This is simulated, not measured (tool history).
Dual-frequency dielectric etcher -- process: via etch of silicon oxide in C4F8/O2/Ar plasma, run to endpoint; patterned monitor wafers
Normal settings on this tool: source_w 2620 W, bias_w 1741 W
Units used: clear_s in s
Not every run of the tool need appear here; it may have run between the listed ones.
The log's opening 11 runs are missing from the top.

run	hour	source_w	bias_w	incoming incoming film thickness, nm	clear_s
# hour 174.2: wet clean of the chamber
12	174.7	2620	1307	1723.3	312.2
13	175.1	2850	1741	1723.6	273.3
14	179.2	2200	1403	1731.8	325
# hour 204.3: upper electrode replaced
15	204.8	2880	1546	1729.6	282.3
16	205.2	2160	1741	1717	295.5
17	217.5	2270	2131	1720.1	275.4
18	223.9	2620	1741	1720.1	279.1
19	234.9	2620	1463	1700.3	295.1
20	252.8	2430	2077	1709.4	268.5
21	259.4	2620	1741	1741.5	282.4
22	269	2620	2061	1722.5	261.7
23	286.3	2620	1741	1730.2	281.2
24	303.6	2280	1517	1722.9	311.5
25	350.5	2620	1741	1708.9	278.4
26	362.3	2240	1741	1720.7	300.6
27	375.9	2340	1314	1707.4	324.6
28	388.6	2940	2172	1709.9	250.7
29	395.6	2450	1970	1724.1	276.3
30	411.3	2620	1741	1728.1	284.1
31	425.3	2620	1741	1704.3	280.8
32	436.9	3280	1741	1735.2	269.4
33	451.3	2280	1517	1722.3	316.1
34	467.6	2270	1519	1703.8	313.5

5 ways to go on from here, each from the tool as it stands after run 34. What would each give?
A	468.1	2620	1741	1733.5	?
B	468.1	2210	1873	1733.5	?
C	468.1	2090	1608	1733.5	?
D	468.1	1970	1411	1733.5	?
E	468.1	2260	2054	1733.5	?

run	clear_s
A	288.4
B	296.5
C	319.8
D	342.7
E	284.3
With no hidden state in the tool, these same runs would have given:
run	clear_s
A	281.2
B	289.1
C	311.8
D	334.1
E	277.2
